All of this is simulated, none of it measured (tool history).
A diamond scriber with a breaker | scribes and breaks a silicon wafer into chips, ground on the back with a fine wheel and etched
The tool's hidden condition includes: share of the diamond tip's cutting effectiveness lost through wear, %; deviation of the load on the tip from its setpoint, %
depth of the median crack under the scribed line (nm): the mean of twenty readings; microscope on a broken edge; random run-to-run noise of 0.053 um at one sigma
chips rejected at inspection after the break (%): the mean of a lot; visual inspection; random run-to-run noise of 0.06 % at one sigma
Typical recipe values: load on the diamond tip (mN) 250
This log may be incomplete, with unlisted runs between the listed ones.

run,hour,load on the diamond tip (mN),wafers since the last listed run,hours since the diamond tip was replaced,hours since the load on the tip was calibrated,"incoming depth of the damage left on the back of the incoming wafer, um",depth of the median crack under the scribed line (nm),chips rejected at inspection after the break (%)
1,0,220,0,248.1,1291.6,0.8,7540,6.48
2,9.6,220,41,257.7,1301.2,0.54,7480,6.82
3,21.7,250,52,269.8,1313.3,0.64,8010,3.67
4,33.8,250,52,281.9,1325.4,0.34,7970,3.57
5,45.1,250,48,293.2,1336.7,0.35,8070,3.9
6,54.8,250,41,302.9,1346.4,0.78,8020,4.07
# hour 59.8: diamond tip replaced by a new one
7,69.8,250,56,10,1361.4,0.72,8470,2.59
8,77.7,268,34,17.9,1369.3,0.43,8750,1.65
9,95,193,74,35.2,1386.6,0.73,7160,8.57
10,102.1,250,30,42.3,1393.7,0.39,8350,2.46
11,110.1,250,34,50.3,1401.7,0.46,8440,2.49
12,127.5,250,75,67.7,1419.1,0.42,8380,2.43
13,136.4,250,38,76.6,1428,0.54,8410,2.4
14,150,250,58,90.2,1441.6,0.75,8370,2.64
15,159.8,227,42,100,1451.4,0.46,7810,4.82
16,177.3,250,75,117.5,1468.9,0.75,8360,2.76
17,186.4,250,39,126.6,1478,0.76,8350,2.98
18,202.7,250,70,142.9,1494.3,0.65,8300,2.84
19,215.3,250,54,155.5,1506.9,0.57,8310,2.83
20,226.4,220,47,166.6,1518,0.44,7600,5.45
21,240,291,58,180.2,1531.6,0.47,9050,1.54
22,251.7,200,50,191.9,1543.3,0.4,7160,8.87
23,258.5,220,29,198.7,1550.1,0.49,7530,5.81
24,271.7,269,57,211.9,1563.3,0.75,8520,2.16
25,284.3,225,54,224.5,1575.9,0.52,7650,5.29
26,295.6,276,48,235.8,1587.2,0.68,8680,2.02
# hour 298.5: load on the tip recalibrated
27,308.9,250,48,249.1,10.4,0.43,9070,1.58
28,326.7,226,76,266.9,28.2,0.37,8410,2.83
# hour 341.9: diamond tip replaced by a new one
29,344.6,250,68,2.7,46.1,0.55,9230,1.43
30,361.8,191,74,19.9,63.3,0.53,7710,4.93
31,376.3,301,62,34.4,77.8,0.58,10330,2.31
32,392.2,325,68,50.3,93.7,0.4,10780,3.73
33,401.8,311,41,59.9,103.3,0.78,10500,2.69
34,410.6,195,38,68.7,112.1,0.53,7770,4.71
35,424.7,271,60,82.8,126.2,0.64,9490,1.47
36,434.6,250,42,92.7,136.1,0.7,8960,1.54
37,442,298,31,100.1,143.5,0.41,10180,1.99
38,451,250,38,109.1,152.5,0.56,8990,1.56
39,457.1,221,26,115.2,158.6,0.67,8320,2.78

For each entry between runs, how does the tool's hidden state at the last listed run before it compare with that at the first listed run after it?
Between runs 6 and 7: diamond tip replaced by a new one (hour 59.8)
  share of the diamond tip's cutting effectiveness lost through wear, %: 8.28 -> 0.317
  what was measured, less what the result would be without the hidden state, depth of the median crack under the scribed line (nm): -1370 -> -910; chips rejected at inspection after the break (%): +2.64 -> +1.14
Between runs 26 and 27: load on the tip recalibrated (hour 298.5)
  share of the diamond tip's cutting effectiveness lost through wear, %: 5.29 -> 5.87; deviation of the load on the tip from its setpoint, %: -15 -> -0.105
  what was measured, less what the result would be without the hidden state, depth of the median crack under the scribed line (nm): -1310 -> -380; chips rejected at inspection after the break (%): +0.2 -> +0.18
Between runs 28 and 29: diamond tip replaced by a new one (hour 341.9)
  share of the diamond tip's cutting effectiveness lost through wear, %: 6.69 -> 0.74; deviation of the load on the tip from its setpoint, %: -0.593 -> -1.07
  what was measured, less what the result would be without the hidden state, depth of the median crack under the scribed line (nm): -430 -> -110; chips rejected at inspection after the break (%): +0.96 -> +0.02
